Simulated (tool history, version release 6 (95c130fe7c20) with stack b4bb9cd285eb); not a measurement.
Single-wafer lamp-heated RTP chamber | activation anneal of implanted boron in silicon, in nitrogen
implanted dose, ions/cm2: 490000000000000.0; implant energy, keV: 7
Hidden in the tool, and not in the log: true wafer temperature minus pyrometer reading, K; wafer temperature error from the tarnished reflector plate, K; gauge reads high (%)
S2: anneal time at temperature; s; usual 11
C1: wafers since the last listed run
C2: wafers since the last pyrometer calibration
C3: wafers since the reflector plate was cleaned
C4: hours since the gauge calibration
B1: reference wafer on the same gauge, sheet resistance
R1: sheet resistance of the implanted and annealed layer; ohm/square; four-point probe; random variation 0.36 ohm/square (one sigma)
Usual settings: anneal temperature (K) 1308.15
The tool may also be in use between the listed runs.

{"run": 1, "day": 0.0, "anneal temperature (K)": 1291.15, "S2": 11, "C1": 0, "C2": 2704, "C3": 4297, "C4": 31.9, "B1": 216.7, "R1": 237.23}
{"run": 2, "day": 4.333, "anneal temperature (K)": 1308.15, "S2": 11, "C1": 1976, "C2": 4680, "C3": 6274, "C4": 135.9, "B1": 216.87, "R1": 236.8}
{"run": 3, "day": 5.5, "anneal temperature (K)": 1308.15, "S2": 11, "C1": 532, "C2": 5212, "C3": 6806, "C4": 163.9, "B1": 216.91, "R1": 236.48}
{"run": 4, "day": 7.371, "anneal temperature (K)": 1308.15, "S2": 11, "C1": 853, "C2": 6066, "C3": 7659, "C4": 208.8, "B1": 216.91, "R1": 236.49}
{"day": 9.783, "done": "pyrometer window cleaned and pyrometer calibrated"}
{"run": 5, "day": 10.304, "anneal temperature (K)": 1308.15, "S2": 11, "C1": 1185, "C2": 237, "C3": 8845, "C4": 279.2, "B1": 216.8, "R1": 236.44}
{"run": 6, "day": 13.162, "anneal temperature (K)": 1308.15, "S2": 11, "C1": 1303, "C2": 1541, "C3": 10148, "C4": 347.8, "B1": 216.97, "R1": 236.56}
{"run": 7, "day": 15.246, "anneal temperature (K)": 1308.15, "S2": 13, "C1": 950, "C2": 2491, "C3": 11098, "C4": 397.8, "B1": 216.93, "R1": 235.87}
{"run": 8, "day": 17.9, "anneal temperature (K)": 1308.15, "S2": 11, "C1": 1210, "C2": 3702, "C3": 12309, "C4": 461.5, "B1": 217.06, "R1": 236.74}
{"day": 18.917, "done": "reflector plate cleaned"}
{"run": 9, "day": 20.379, "anneal temperature (K)": 1308.15, "S2": 11, "C1": 978, "C2": 4680, "C3": 666, "C4": 521.0, "B1": 217.18, "R1": 237.33}
{"run": 10, "day": 21.438, "anneal temperature (K)": 1308.15, "S2": 11, "C1": 482, "C2": 5163, "C3": 1149, "C4": 546.4, "B1": 217.22, "R1": 236.99}
{"run": 11, "day": 24.204, "anneal temperature (K)": 1308.15, "S2": 11, "C1": 1261, "C2": 6425, "C3": 2410, "C4": 612.8, "B1": 217.34, "R1": 236.96}
{"day": 25.867, "done": "pyrometer window cleaned and pyrometer calibrated"}
{"run": 12, "day": 25.888, "anneal temperature (K)": 1325.15, "S2": 9, "C1": 615, "C2": 9, "C3": 3026, "C4": 653.2, "B1": 217.46, "R1": 236.87}
{"run": 13, "day": 29.142, "anneal temperature (K)": 1308.15, "S2": 11, "C1": 1484, "C2": 1493, "C3": 4510, "C4": 731.3, "B1": 217.41, "R1": 237.11}
{"run": 14, "day": 34.35, "anneal temperature (K)": 1308.15, "S2": 11, "C1": 2375, "C2": 3869, "C3": 6886, "C4": 856.3, "B1": 217.61, "R1": 237.85}
{"run": 15, "day": 35.388, "anneal temperature (K)": 1316.15, "S2": 17, "C1": 473, "C2": 4342, "C3": 7359, "C4": 881.2, "B1": 217.68, "R1": 235.63}
{"run": 16, "day": 36.85, "anneal temperature (K)": 1332.15, "S2": 13, "C1": 667, "C2": 5009, "C3": 8026, "C4": 916.3, "B1": 217.79, "R1": 236.4}
{"run": 17, "day": 38.979, "anneal temperature (K)": 1286.15, "S2": 16, "C1": 971, "C2": 5980, "C3": 8997, "C4": 967.4, "B1": 217.84, "R1": 238.13}
{"run": 18, "day": 40.146, "anneal temperature (K)": 1322.15, "S2": 11, "C1": 532, "C2": 6512, "C3": 9529, "C4": 995.4, "B1": 217.95, "R1": 238.19}
{"run": 19, "day": 41.712, "anneal temperature (K)": 1308.15, "S2": 15, "C1": 714, "C2": 7226, "C3": 10243, "C4": 1033.0, "B1": 218.03, "R1": 237.22}
{"run": 20, "day": 42.767, "anneal temperature (K)": 1331.15, "S2": 8, "C1": 480, "C2": 7707, "C3": 10724, "C4": 1058.3, "B1": 218.07, "R1": 237.96}
{"day": 44.575, "done": "pyrometer window cleaned and pyrometer calibrated"}
{"run": 21, "day": 44.779, "anneal temperature (K)": 1320.15, "S2": 14, "C1": 765, "C2": 93, "C3": 11490, "C4": 1106.6, "B1": 218.23, "R1": 237.05}
{"run": 22, "day": 45.942, "anneal temperature (K)": 1323.15, "S2": 13, "C1": 530, "C2": 623, "C3": 12020, "C4": 1134.5, "B1": 218.34, "R1": 237.35}
{"run": 23, "day": 47.233, "anneal temperature (K)": 1286.15, "S2": 6, "C1": 589, "C2": 1213, "C3": 12609, "C4": 1165.5, "B1": 218.45, "R1": 240.72}
{"day": 50.046, "done": "reflector plate cleaned"}
{"run": 24, "day": 50.067, "anneal temperature (K)": 1308.15, "S2": 11, "C1": 1140, "C2": 2353, "C3": 9, "C4": 1233.5, "B1": 218.52, "R1": 239.11}
{"run": 25, "day": 51.125, "anneal temperature (K)": 1292.15, "S2": 7, "C1": 482, "C2": 2835, "C3": 492, "C4": 1258.9, "B1": 218.63, "R1": 240.24}
{"run": 26, "day": 52.692, "anneal temperature (K)": 1308.15, "S2": 7, "C1": 714, "C2": 3550, "C3": 1207, "C4": 1296.5, "B1": 218.85, "R1": 238.95}
{"day": 55.138, "done": "gauge calibrated"}
{"run": 27, "day": 55.296, "anneal temperature (K)": 1279.15, "S2": 16, "C1": 1187, "C2": 4738, "C3": 2394, "C4": 3.8, "B1": 216.96, "R1": 237.72}
{"run": 28, "day": 59.462, "anneal temperature (K)": 1286.15, "S2": 16, "C1": 1900, "C2": 6638, "C3": 4295, "C4": 103.8, "B1": 217.02, "R1": 237.24}
{"run": 29, "day": 61.717, "anneal temperature (K)": 1300.15, "S2": 11, "C1": 1028, "C2": 7666, "C3": 5323, "C4": 157.9, "B1": 217.0, "R1": 236.39}
{"day": 62.517, "done": "pyrometer window cleaned and pyrometer calibrated"}
{"run": 30, "day": 63.262, "anneal temperature (K)": 1326.15, "S2": 16, "C1": 552, "C2": 340, "C3": 5876, "C4": 195.0, "B1": 217.06, "R1": 235.21}
{"run": 31, "day": 65.171, "anneal temperature (K)": 1308.15, "S2": 11, "C1": 870, "C2": 1210, "C3": 6746, "C4": 240.8, "B1": 216.96, "R1": 236.89}
{"run": 32, "day": 67.288, "anneal temperature (K)": 1322.15, "S2": 16, "C1": 965, "C2": 2175, "C3": 7711, "C4": 291.6, "B1": 217.12, "R1": 235.15}
{"run": 33, "day": 70.817, "anneal temperature (K)": 1325.15, "S2": 16, "C1": 1609, "C2": 3785, "C3": 9321, "C4": 376.3, "B1": 217.16, "R1": 235.09}
{"run": 34, "day": 74.583, "anneal temperature (K)": 1308.15, "S2": 11, "C1": 1717, "C2": 5503, "C3": 11039, "C4": 466.7, "B1": 217.28, "R1": 236.27}
{"day": 75.521, "done": "reflector plate cleaned"}
{"run": 35, "day": 75.721, "anneal temperature (K)": 1299.15, "S2": 6, "C1": 366, "C2": 5869, "C3": 91, "C4": 494.0, "B1": 217.27, "R1": 238.3}

The tool's hidden state at each run:
true wafer temperature minus pyrometer reading, K: 0 in every run
wafer temperature error from the tarnished reflector plate, K: 0 in every run
H1: gauge reads high (%)
run=1 H1=-0.0805
run=2 H1=-0.0713
run=3 H1=-0.0669
run=4 H1=-0.0581
run=5 H1=-0.04
run=6 H1=-0.0173
run=7 H1=0.00232
run=8 H1=0.0312
run=9 H1=0.0619
run=10 H1=0.0762
run=11 H1=0.117
run=12 H1=0.144
run=13 H1=0.201
run=14 H1=0.305
run=15 H1=0.328
run=16 H1=0.361
run=17 H1=0.412
run=18 H1=0.441
run=19 H1=0.481
run=20 H1=0.509
run=21 H1=0.564
run=22 H1=0.597
run=23 H1=0.635
run=24 H1=0.721
run=25 H1=0.754
run=26 H1=0.804
run=27 H1=0.00428
run=28 H1=0.00994
run=29 H1=0.0174
run=30 H1=0.0243
run=31 H1=0.0348
run=32 H1=0.0491
run=33 H1=0.0789
run=34 H1=0.119
run=35 H1=0.133
